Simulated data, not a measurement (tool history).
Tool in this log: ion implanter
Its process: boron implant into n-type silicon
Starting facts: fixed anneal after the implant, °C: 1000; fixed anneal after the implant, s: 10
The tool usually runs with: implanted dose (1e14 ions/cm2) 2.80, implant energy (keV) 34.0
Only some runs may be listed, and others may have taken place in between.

run,hour,implanted dose (1e14 ions/cm2),implant energy (keV),wafers since the last listed run,hours since the last dose calibration,hours since the extraction supply was calibrated,hours since the gauge calibration,"read-back reference wafer on the same gauge, sheet resistance",sheet resistance of the implanted and annealed layer (ohm/square)
1,0.0,2.80,38.0,0,1063.6,5411.2,230.2,412.37,357.82
2,26.4,2.80,34.0,587,1090.0,5437.6,256.6,413.01,356.49
3,52.7,2.80,34.0,585,1116.3,5463.9,282.9,413.47,359.28
4,78.4,2.80,34.0,572,1142.0,5489.6,308.6,413.27,361.87
5,149.7,2.55,34.0,1587,1213.3,5560.9,379.9,412.79,382.54
6,188.3,2.80,34.0,859,1251.9,5599.5,418.5,413.02,359.21
7,235.2,2.80,34.0,1044,1298.8,5646.4,465.4,413.31,358.57
8,299.3,2.80,34.0,1426,1362.9,5710.5,529.5,412.62,354.80
9,341.3,2.80,34.0,934,1404.9,5752.5,571.5,412.70,356.23
10,404.1,2.80,30.0,1398,1467.7,5815.3,634.3,412.57,360.56
11,472.5,2.80,30.0,1522,1536.1,5883.7,702.7,413.11,360.86
# hour 484.6: extraction supply calibrated
12,521.3,2.80,28.5,908,1584.9,36.7,751.5,413.00,362.87
13,588.5,2.80,28.5,1495,1652.1,103.9,818.7,413.12,361.58
14,641.3,2.80,34.0,1175,1704.9,156.7,871.5,412.87,353.15
15,680.9,2.80,34.0,881,1744.5,196.3,911.1,413.14,355.84
16,742.5,2.80,34.0,1371,1806.1,257.9,972.7,412.74,353.46
17,793.7,2.00,23.5,1139,1857.3,309.1,1023.9,412.70,472.10
18,821.7,2.49,27.0,623,1885.3,337.1,1051.9,413.41,397.35
19,882.7,3.51,38.0,1357,1946.3,398.1,1112.9,413.07,293.95
20,925.1,2.55,34.0,943,1988.7,440.5,1155.3,412.99,374.57
21,966.6,3.41,37.0,923,2030.2,482.0,1196.8,412.48,298.03

Expected results for the next run?
22,995.8,2.44,24.0,650,2059.4,511.2,1226.0,?,?

{"run 22": {"read-back reference wafer on the same gauge, sheet resistance": 412.91, "sheet resistance of the implanted and annealed layer (ohm/square)": 398.62}}
Minus the tool's unlogged condition, the same run would have read sheet resistance of the implanted and annealed layer (ohm/square) 415.00.
